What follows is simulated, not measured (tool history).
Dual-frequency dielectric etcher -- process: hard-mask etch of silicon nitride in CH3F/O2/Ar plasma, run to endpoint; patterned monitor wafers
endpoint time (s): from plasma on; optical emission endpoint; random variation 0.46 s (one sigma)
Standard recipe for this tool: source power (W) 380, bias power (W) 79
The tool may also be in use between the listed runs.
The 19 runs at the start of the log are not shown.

run,day,source power (W),bias power (W),wafers since the last listed run,hours since the last wet clean,hours since the last source power generator calibration,hours since the last bias power generator calibration,hours since the last upper electrode change,"incoming incoming film thickness, nm",endpoint time (s)
20,39.867,380,88,512,532.8,2968.3,407.2,284.0,56.0,85.3
21,41.212,380,60,357,565.1,3000.6,439.5,316.3,55.7,101.3
22,43.329,380,79,561,615.9,3051.4,490.3,367.1,56.0,89.8
# day 45.083: wet clean of the chamber
23,45.850,340,90,403,18.4,3111.9,550.8,427.6,55.6,82.7
24,48.750,430,95,769,88.0,3181.5,620.4,497.2,55.0,72.0
25,51.712,380,95,786,159.1,3252.6,691.5,568.3,55.3,77.2
26,53.888,380,79,577,211.3,3304.8,743.7,620.5,55.8,84.9
# day 54.875: source power generator calibrated
27,55.850,300,64,476,258.4,23.4,790.8,667.6,55.3,103.2
28,58.633,320,65,738,325.2,90.2,857.6,734.4,55.6,101.3
29,60.638,380,79,531,373.3,138.3,905.7,782.5,54.8,84.8
30,62.900,470,97,600,427.6,192.6,960.0,836.8,54.9,70.4
31,65.825,380,79,776,497.8,262.8,1030.2,907.0,54.7,85.4
# day 68.300: wet clean of the chamber
32,68.321,410,66,396,0.5,322.7,1090.1,966.9,55.4,86.6
33,70.950,330,79,697,63.6,385.8,1153.2,1030.0,54.7,87.9
34,73.504,380,69,677,124.9,447.1,1214.5,1091.3,55.0,87.8
35,76.262,380,79,731,191.1,513.3,1280.7,1157.5,55.4,84.9
36,78.721,340,96,652,250.1,572.3,1339.7,1216.5,54.7,80.5

What if the next run were any one of these 3? Each begins from the tool's condition after run 36:
A,78.738,280,79,4,250.5,572.7,1340.1,1216.9,55.5,?
B,78.738,410,79,4,250.5,572.7,1340.1,1216.9,55.5,?
C,78.738,430,70,4,250.5,572.7,1340.1,1216.9,55.5,?

run,endpoint time (s)
A,99.5
B,83.3
C,86.2
Without the tool's unlogged condition, the same runs would have read:
run,endpoint time (s)
A,97.1
B,81.3
C,84.1
